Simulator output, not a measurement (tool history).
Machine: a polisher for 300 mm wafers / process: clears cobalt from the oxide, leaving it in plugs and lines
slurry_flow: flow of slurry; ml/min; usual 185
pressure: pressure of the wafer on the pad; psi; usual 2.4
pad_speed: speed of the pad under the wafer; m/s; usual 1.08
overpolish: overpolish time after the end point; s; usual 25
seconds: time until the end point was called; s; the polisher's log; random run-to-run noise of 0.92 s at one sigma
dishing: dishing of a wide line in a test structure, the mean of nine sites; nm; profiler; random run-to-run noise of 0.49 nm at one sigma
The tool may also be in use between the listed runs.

| run | day | slurry_flow | pressure | pad_speed | overpolish | wafers since the last listed run | wafers polished on this pad | hours since the slurry nozzle was cleaned | hours since the head pressure was calibrated | incoming thickness of the incoming film, nm | seconds | dishing |
|---|---|---|---|---|---|---|---|---|---|---|---|---|
| 1 | 0 | 185 | 2.4 | 1.08 | 25 | 0 | 1266 | 179.6 | 1044.7 | 320.8 | 47.7 | 47.2 |
|  | 2.275 | worn pad replaced by a new one |
| 2 | 2.296 | 185 | 2.4 | 1.08 | 25 | 477 | 4 | 234.7 | 1099.8 | 319.9 | 48.9 | 47.3 |
| 3 | 2.696 | 185 | 2.4 | 1.08 | 25 | 89 | 94 | 244.3 | 1109.4 | 321.1 | 50.2 | 48.3 |
| 4 | 4 | 185 | 2.4 | 0.86 | 25 | 292 | 386 | 275.6 | 1140.7 | 323.5 | 57.5 | 46.5 |
| 5 | 5.408 | 185 | 2.4 | 0.86 | 25 | 315 | 702 | 309.4 | 1174.5 | 324.2 | 55.5 | 47.1 |
| 6 | 6.042 | 185 | 2.4 | 0.86 | 25 | 141 | 844 | 324.6 | 1189.7 | 321.1 | 58 | 46.3 |
| 7 | 6.596 | 185 | 2.4 | 1.08 | 25 | 124 | 968 | 337.9 | 1203 | 318.6 | 47.6 | 48.3 |
| 8 | 7.125 | 185 | 2.4 | 1.08 | 25 | 118 | 1087 | 350.6 | 1215.7 | 322.6 | 48.9 | 47.9 |
| 9 | 8.192 | 215 | 2.6 | 1.08 | 25 | 239 | 1326 | 376.2 | 1241.3 | 323.8 | 44.7 | 48.1 |
| 10 | 9.129 | 215 | 2.6 | 1.08 | 25 | 210 | 1536 | 398.7 | 1263.8 | 319.1 | 43 | 48.2 |
| 11 | 10.188 | 185 | 2.4 | 1.08 | 25 | 237 | 1773 | 424.1 | 1289.2 | 323.8 | 50.1 | 47.8 |
|  | 10.462 | worn pad replaced by a new one |
| 12 | 11.683 | 185 | 2.4 | 1.08 | 25 | 297 | 273 | 460 | 1325.1 | 318.1 | 46.9 | 48.6 |
| 13 | 12.279 | 185 | 2.4 | 1.08 | 25 | 133 | 407 | 474.3 | 1339.4 | 323.4 | 49.8 | 48 |
| 14 | 13.15 | 185 | 2.4 | 1.08 | 25 | 195 | 602 | 495.2 | 1360.3 | 317.9 | 48.9 | 46.9 |
| 15 | 13.875 | 185 | 2.4 | 1.08 | 25 | 162 | 765 | 512.6 | 1377.7 | 321.5 | 48.4 | 47.8 |
|  | 14.358 | head pressure recalibrated |
| 16 | 14.921 | 155 | 2.4 | 1.08 | 20 | 215 | 980 | 537.7 | 13.5 | 317.2 | 55.3 | 44 |
| 17 | 15.525 | 155 | 2.4 | 1.08 | 20 | 135 | 1116 | 552.2 | 28 | 314.2 | 52.9 | 44.5 |
|  | 16.708 | slurry nozzle cleaned |
|  | 17.6 | worn pad replaced by a new one |
| 18 | 17.621 | 155 | 2.2 | 1.36 | 15 | 423 | 4 | 21.9 | 78.3 | 321.3 | 49.2 | 42.8 |
| 19 | 18.921 | 185 | 2.4 | 0.86 | 25 | 291 | 296 | 53.1 | 109.5 | 315.6 | 60.7 | 45.9 |
| 20 | 20.121 | 185 | 2.4 | 1.08 | 25 | 268 | 564 | 81.9 | 138.3 | 325.4 | 53.8 | 47.4 |
| 21 | 21.133 | 215 | 2.6 | 0.72 | 19 | 226 | 791 | 106.2 | 162.6 | 317.4 | 63.2 | 42.3 |
| 22 | 22.096 | 185 | 2.4 | 0.8 | 25 | 215 | 1007 | 129.3 | 185.7 | 318.3 | 64.7 | 45.8 |
| 23 | 23.225 | 185 | 2.4 | 1.08 | 25 | 253 | 1260 | 156.4 | 212.8 | 317.5 | 49.5 | 46.5 |
| 24 | 24.562 | 160 | 2.2 | 1.22 | 19 | 299 | 1560 | 188.5 | 244.9 | 324.7 | 51.9 | 45.1 |
|  | 24.996 | worn pad replaced by a new one |
| 25 | 25.858 | 215 | 2.6 | 1.08 | 25 | 253 | 193 | 219.6 | 276 | 314.9 | 46.5 | 47.6 |
| 26 | 28.417 | 235 | 1.7 | 1.24 | 11 | 573 | 766 | 281 | 337.4 | 317.3 | 55.1 | 34.5 |
| 27 | 29.788 | 165 | 2.8 | 1.08 | 25 | 307 | 1073 | 313.9 | 370.3 | 321 | 45.6 | 48.3 |
| 28 | 31.05 | 185 | 2.4 | 1.26 | 25 | 283 | 1356 | 344.2 | 400.6 | 316.2 | 44.3 | 47.6 |
| 29 | 31.6 | 205 | 1.9 | 1.08 | 10 | 123 | 1480 | 357.4 | 413.8 | 319.2 | 58.7 | 31.4 |
|  | 32.079 | worn pad replaced by a new one |
| 30 | 32.129 | 210 | 1.9 | 0.92 | 31 | 81 | 11 | 370.1 | 426.5 | 315.6 | 65 | 46.4 |
| 31 | 32.975 | 160 | 2.2 | 1.22 | 19 | 189 | 201 | 390.4 | 446.8 | 315.7 | 49.3 | 44.3 |
| 32 | 33.871 | 185 | 2.4 | 1.08 | 25 | 200 | 401 | 411.9 | 468.3 | 320.8 | 49.8 | 47.4 |
| 33 | 35.204 | 185 | 1.7 | 1.08 | 17 | 298 | 700 | 443.9 | 500.3 | 320.6 | 63.4 | 39.6 |
| 34 | 35.992 | 185 | 2.4 | 1.3 | 10 | 176 | 877 | 462.8 | 519.2 | 326.4 | 43.6 | 36.9 |
| 35 | 36.612 | 185 | 2.4 | 1.08 | 25 | 139 | 1016 | 477.7 | 534.1 | 320.4 | 49 | 48.1 |

Selected run-to-run steps in seconds, each split into two signed amounts: the part the tool would show with no hidden state at all (from settings, incoming material and random variation), and the remainder, which goes to the hidden state together with any gauge scatter not common to the measured and the hidden-state-free results:
What the log doesn't record here: removal rate lost through wear of the pad, %; slurry flow missing at the pad, %; deviation of the head's pressure from its setpoint, %.
Run 6 -> 7: pad_speed 0.86 -> 1.08. seconds -10.4 s: hidden state +0.9, all else -11.3.
Run 15 -> 16: slurry_flow 185 -> 155, overpolish 25 -> 20, head pressure recalibrated. seconds +6.9 s: hidden state +5, all else +1.9.
Run 22 -> 23: pad_speed 0.8 -> 1.08. seconds -15.2 s: hidden state +0.2, all else -15.4.
Run 30 -> 31: slurry_flow 210 -> 160, pressure 1.9 -> 2.2, pad_speed 0.92 -> 1.22, overpolish 31 -> 19. seconds -15.7 s: hidden state +0.7, all else -16.4.
Run 33 -> 34: pressure 1.7 -> 2.4, pad_speed 1.08 -> 1.3, overpolish 17 -> 10. seconds -19.8 s: hidden state +0.9, all else -20.7.

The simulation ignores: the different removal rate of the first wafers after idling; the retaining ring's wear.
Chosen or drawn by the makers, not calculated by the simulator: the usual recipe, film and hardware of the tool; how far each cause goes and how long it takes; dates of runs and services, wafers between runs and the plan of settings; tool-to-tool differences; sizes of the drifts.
